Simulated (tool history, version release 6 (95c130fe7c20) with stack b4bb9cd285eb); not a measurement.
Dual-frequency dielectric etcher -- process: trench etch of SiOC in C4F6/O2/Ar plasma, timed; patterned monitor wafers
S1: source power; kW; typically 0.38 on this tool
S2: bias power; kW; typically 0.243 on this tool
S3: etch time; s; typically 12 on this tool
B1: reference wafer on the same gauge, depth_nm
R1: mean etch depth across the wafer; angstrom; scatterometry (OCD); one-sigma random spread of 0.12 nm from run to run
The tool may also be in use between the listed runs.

Run 1, hour 0: usual settings but S2 0.201 kW, S3 11 s; B1 24.09. Result: R1 243.5 angstrom.
Run 2, hour 68.6: usual settings but S1 0.46 kW; B1 24.09. Result: R1 297.9 angstrom.
Run 3, hour 153.4: usual settings but S1 0.46 kW; B1 24.08. Result: R1 296.7 angstrom.
Run 4, hour 193.6: usual settings but S2 0.205 kW; B1 24.12. Result: R1 258.8 angstrom.
At hour 230.4: wet clean of the chamber.
Run 5, hour 239.7: usual settings but S2 0.205 kW; B1 24.09. Result: R1 268.6 angstrom.
Run 6, hour 320.1: usual settings but S2 0.205 kW; B1 24.13. Result: R1 267.9 angstrom.
Run 7, hour 399.9: usual settings; B1 24.1. Result: R1 281.1 angstrom.
Run 8, hour 473.7: usual settings; B1 24.1. Result: R1 276 angstrom.
Run 9, hour 512.4: usual settings; B1 24.12. Result: R1 275.3 angstrom.
At hour 581.9: wet clean of the chamber.
Run 10, hour 582.4: usual settings but S1 0.31 kW, S2 0.274 kW, S3 13 s; B1 24.11. Result: R1 296.3 angstrom.
At hour 600.8: bias power generator calibrated.
Run 11, hour 654.5: usual settings; B1 24.12. Result: R1 280.4 angstrom.
Run 12, hour 709.6: usual settings; B1 24.1. Result: R1 280.6 angstrom.
Run 13, hour 792.9: usual settings but S1 0.47 kW, S2 0.202 kW, S3 15 s; B1 24.1. Result: R1 356.1 angstrom.
At hour 866.4: source power generator calibrated.
At hour 893.9: upper electrode replaced, of another model than before.
Run 14, hour 900.1: usual settings but S3 10 s; B1 24.08. Result: R1 228.9 angstrom.
At hour 960.3: wet clean of the chamber.
Run 15, hour 965.3: usual settings; B1 24.09. Result: R1 284.6 angstrom.
At hour 983.4: gauge calibrated.
At hour 1300.6: wet clean of the chamber.
Run 16, hour 1301.1: usual settings but S1 0.29 kW, S2 0.263 kW; B1 24.08. Result: R1 273.6 angstrom.
Run 17, hour 1330.5: usual settings but S3 9 s; B1 24.14. Result: R1 212.9 angstrom.
Run 18, hour 1433: usual settings but S1 0.32 kW, S2 0.227 kW, S3 10.5 s; B1 24.07. Result: R1 225.6 angstrom.
Run 19, hour 1540.2: usual settings but S2 0.275 kW; B1 24.11. Result: R1 295.5 angstrom.

What if the next run were any one of these 4? Each begins from the tool's condition after run 19:
Run A, hour 1540.6: usual settings; B1 ?. Result: R1 ?.
Run B, hour 1540.6: usual settings but S1 0.34 kW, S2 0.192 kW, S3 15 s; B1 ?. Result: R1 ?.
Run C, hour 1540.6: usual settings but S1 0.46 kW, S2 0.291 kW, S3 9 s; B1 ?. Result: R1 ?.
Run D, hour 1540.6: usual settings but S1 0.3 kW, S2 0.259 kW, S3 14.5 s; B1 ?. Result: R1 ?.

run     B1     R1
  A  24.09  277.7
  B  24.09  300.4
  C  24.09  239.5
  D  24.09  323.2
Had the tool no hidden state, the same runs would have come out as:
run     R1
  A    284
  B  307.2
  C  244.9
  D  330.5
